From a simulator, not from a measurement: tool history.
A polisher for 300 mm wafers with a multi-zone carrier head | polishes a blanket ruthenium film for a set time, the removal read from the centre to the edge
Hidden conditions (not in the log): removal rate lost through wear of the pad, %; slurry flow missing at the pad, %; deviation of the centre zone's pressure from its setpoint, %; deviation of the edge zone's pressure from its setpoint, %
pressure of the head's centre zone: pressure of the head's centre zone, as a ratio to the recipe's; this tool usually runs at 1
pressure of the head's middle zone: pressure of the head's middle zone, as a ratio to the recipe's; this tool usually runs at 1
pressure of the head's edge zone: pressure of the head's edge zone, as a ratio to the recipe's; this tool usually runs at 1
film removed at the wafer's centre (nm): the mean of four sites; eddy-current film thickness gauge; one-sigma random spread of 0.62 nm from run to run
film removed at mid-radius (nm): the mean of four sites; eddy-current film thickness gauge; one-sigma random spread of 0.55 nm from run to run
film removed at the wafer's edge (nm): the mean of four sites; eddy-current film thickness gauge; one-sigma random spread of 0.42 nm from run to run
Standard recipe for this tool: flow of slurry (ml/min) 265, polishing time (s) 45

run    hour  flow of slurry (ml/min)  pressure of the head's centre zone  pressure of the head's middle zone  pressure of the head's edge zone  polishing time (s)  wafers since the last listed run  wafers polished on this pad  hours since the slurry nozzle was cleaned  hours since the centre zone pressure was calibrated  hours since the edge zone pressure was calibrated  hours since the carrier head's membrane was replaced  incoming thickness of the incoming film, nm  film removed at the wafer's centre (nm)  film removed at mid-radius (nm)  film removed at the wafer's edge (nm)
  1       0                      265                                   1                                   1                                 1                  45                                 0                         2134                                      103.7                                                202.2                                               65.1                                                1040.5                                        537.6                                     60.3                             58.6                                   60.6
  2    94.9                      265                                   1                                   1                                 1                  45                               770                         2905                                      198.6                                                297.1                                                160                                                1135.4                                        542.1                                     60.4                             57.3                                   59.9
  3   155.1                      265                                   1                                   1                                 1                  45                               488                         3394                                      258.8                                                357.3                                              220.2                                                1195.6                                        533.2                                     60.3                               58                                   60.2
      166.7  -- carrier head's membrane replaced by a new one
  4   254.8                      265                                   1                                   1                                 1                  45                               769                         4163                                      358.5                                                  457                                              319.9                                                  88.1                                          542                                     59.5                             58.2                                   60.5
      301.6  -- worn pad replaced by a new one
  5   337.6                      195                                   1                                1.06                                 1                  40                               639                          292                                      441.3                                                539.8                                              402.7                                                 170.9                                        534.5                                       54                               55                                   54.4
      353.5  -- centre zone pressure recalibrated
  6   432.2                      265                                   1                                   1                                 1                  45                               752                         1044                                      535.9                                                 78.7                                              497.3                                                 265.5                                        539.5                                     63.3                             59.8                                   61.9
  7   495.6                      265                                0.91                                   1                                 1                  45                               514                         1559                                      599.3                                                142.1                                              560.7                                                 328.9                                        541.2                                     56.8                             59.4                                   61.3
  8   538.2                      265                                   1                                0.96                                 1                  45                               345                         1905                                      641.9                                                184.7                                              603.3                                                 371.5                                        536.4                                     60.3                             57.3                                   60.4
      580.2  -- slurry nozzle cleaned
  9   641.5                      265                                   1                                   1                              1.06                  45                               830                         2735                                       61.3                                                  288                                              706.6                                                 474.8                                        549.2                                     62.2                             58.5                                   62.4
 10     715                      265                                   1                                1.11                                 1                  45                               596                         3332                                      134.8                                                361.5                                              780.1                                                 548.3                                        538.1                                     59.8                             64.3                                   60.5
 11   781.4                      265                                   1                                   1                                 1                  45                               539                         3872                                      201.2                                                427.9                                              846.5                                                 614.7                                        531.6                                     59.9                             59.1                                   59.6
 12   878.3                      265                                   1                                0.97                                 1                  45                               786                         4659                                      298.1                                                524.8                                              943.4                                                 711.6                                        547.8                                     59.5                             55.4                                     60
 13   957.5                      295                                   1                                   1                                 1                  45                               643                         5302                                      377.3                                                  604                                             1022.6                                                 790.8                                        537.4                                     60.2                               59                                     60
     1001.4  -- worn pad replaced by a new one
 14  1001.9                      265                                   1                                0.91                              1.12                  34                               328                            4                                      421.7                                                648.4                                               1067                                                 835.2                                        537.9                                     48.2                             42.3                                   50.8
     1046.9  -- centre zone pressure recalibrated
       1225  -- edge zone pressure recalibrated
     1250.4  -- slurry nozzle cleaned
 15  1253.1                      265                                   1                                 0.9                                 1                  45                              1999                         2003                                        2.7                                                206.2                                               28.1                                                1086.4                                        547.8                                     61.2                               54                                     60
     1341.1  -- carrier head's membrane replaced by a new one
 16  1344.1                      265                                   1                                   1                               1.1                  51                               698                         2702                                       93.7                                                297.2                                              119.1                                                     3                                        533.2                                     68.9                             65.8                                   70.3
 17  1415.6                      305                                0.94                                   1                                 1                  45                               580                         3283                                      165.2                                                368.7                                              190.6                                                  74.5                                        538.2                                     56.9                             57.5                                   60.5
 18  1459.8                      320                                   1                                0.92                                 1                  45                               358                         3641                                      209.4                                                412.9                                              234.8                                                 118.7                                        533.4                                     60.4                             54.6                                   60.4

Run 19 comes next. What will it give?
 19  1549.3                      265                                1.04                                   1                                 1                  45                               726                         4368                                      298.9                                                502.4                                              324.3                                                 208.2                                        536.4                                        ?                                ?                                      ?

Run 19 yielded film removed at the wafer's centre (nm) 61.2, film removed at mid-radius (nm) 57.5, film removed at the wafer's edge (nm) 59.
With no hidden state in the tool, this same run would have given film removed at the wafer's centre (nm) 66.1, film removed at mid-radius (nm) 62.1, film removed at the wafer's edge (nm) 63.8.
